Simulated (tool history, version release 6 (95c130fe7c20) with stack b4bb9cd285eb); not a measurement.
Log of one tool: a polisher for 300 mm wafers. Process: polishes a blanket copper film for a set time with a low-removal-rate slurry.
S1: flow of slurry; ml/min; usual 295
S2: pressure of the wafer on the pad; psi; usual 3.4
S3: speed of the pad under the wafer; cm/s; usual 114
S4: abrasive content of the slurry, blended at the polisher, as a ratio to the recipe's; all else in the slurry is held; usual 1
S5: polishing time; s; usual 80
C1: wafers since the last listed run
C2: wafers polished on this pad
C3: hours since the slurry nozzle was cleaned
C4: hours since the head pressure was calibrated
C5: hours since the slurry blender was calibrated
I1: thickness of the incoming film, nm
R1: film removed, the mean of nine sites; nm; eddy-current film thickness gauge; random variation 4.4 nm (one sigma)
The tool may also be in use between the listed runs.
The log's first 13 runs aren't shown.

run	hour	S1	S2	S3	S4	S5	C1	C2	C3	C4	C5	I1	R1
14	336.6	295	3.4	74	1	80	168	2218	113.8	369	81.7	1195.8	192.5
# hour 343.8: worn pad replaced by a new one
15	360.6	295	3.4	114	1	80	191	160	137.8	393	105.7	1184.2	323.6
16	382.7	270	3.4	114	0.85	80	211	372	159.9	415.1	127.8	1176.2	308.4
17	411	295	3.4	114	1	80	270	642	188.2	443.4	156.1	1197.7	318.1
18	443.3	205	3.4	114	1	80	308	951	220.5	475.7	188.4	1191.9	298.6
# hour 453.2: slurry blender recalibrated
19	465.5	295	3.4	114	1	80	193	1144	242.7	497.9	12.3	1162.4	305.2
20	479.7	295	3.4	114	1	80	135	1280	256.9	512.1	26.5	1193.8	302.6
21	511	295	3.4	114	1	58	299	1580	288.2	543.4	57.8	1199	219.8
22	537	295	3.4	84	1	98	248	1828	314.2	569.4	83.8	1174.4	270.2
23	560.1	295	2.8	114	1	55	220	2049	337.3	592.5	106.9	1201.3	173.7
# hour 571.7: worn pad replaced by a new one
24	575.5	295	3.4	114	1	97	109	36	352.7	607.9	122.3	1179.5	409
25	602.1	240	3.4	102	1	80	254	290	379.3	634.5	148.9	1181.3	293.1
26	627.9	295	4	100	1	80	246	537	405.1	660.3	174.7	1179.3	335.7
27	641.3	295	3.4	114	1	80	128	665	418.5	673.7	188.1	1188.2	320.4
# hour 670.8: slurry nozzle cleaned
28	673.1	295	3.4	114	1	80	294	959	2.3	705.5	219.9	1180.8	317.2
29	696.7	295	2.4	78	1	80	225	1185	25.9	729.1	243.5	1174.1	150.1
# hour 703.3: slurry blender recalibrated
30	722.9	295	3.4	114	1	80	231	1416	52.1	755.3	19.6	1186.5	306.4

4 ways to go on from here, each from the tool as it stands after run 30. What would each give?
A	723.3	380	3.4	114	1	80	3	1420	52.5	755.7	20	1181.5	?
B	723.3	295	2.8	86	0.9	80	3	1420	52.5	755.7	20	1181.5	?
C	723.3	190	3.4	130	1	80	3	1420	52.5	755.7	20	1181.5	?
D	723.3	295	3.4	138	1.2	80	3	1420	52.5	755.7	20	1181.5	?

run	R1
A	314
B	187.4
C	342.3
D	390.9
Without the tool's hidden state the same runs would have given:
run	R1
A	354.1
B	211.3
C	385.9
D	440.7
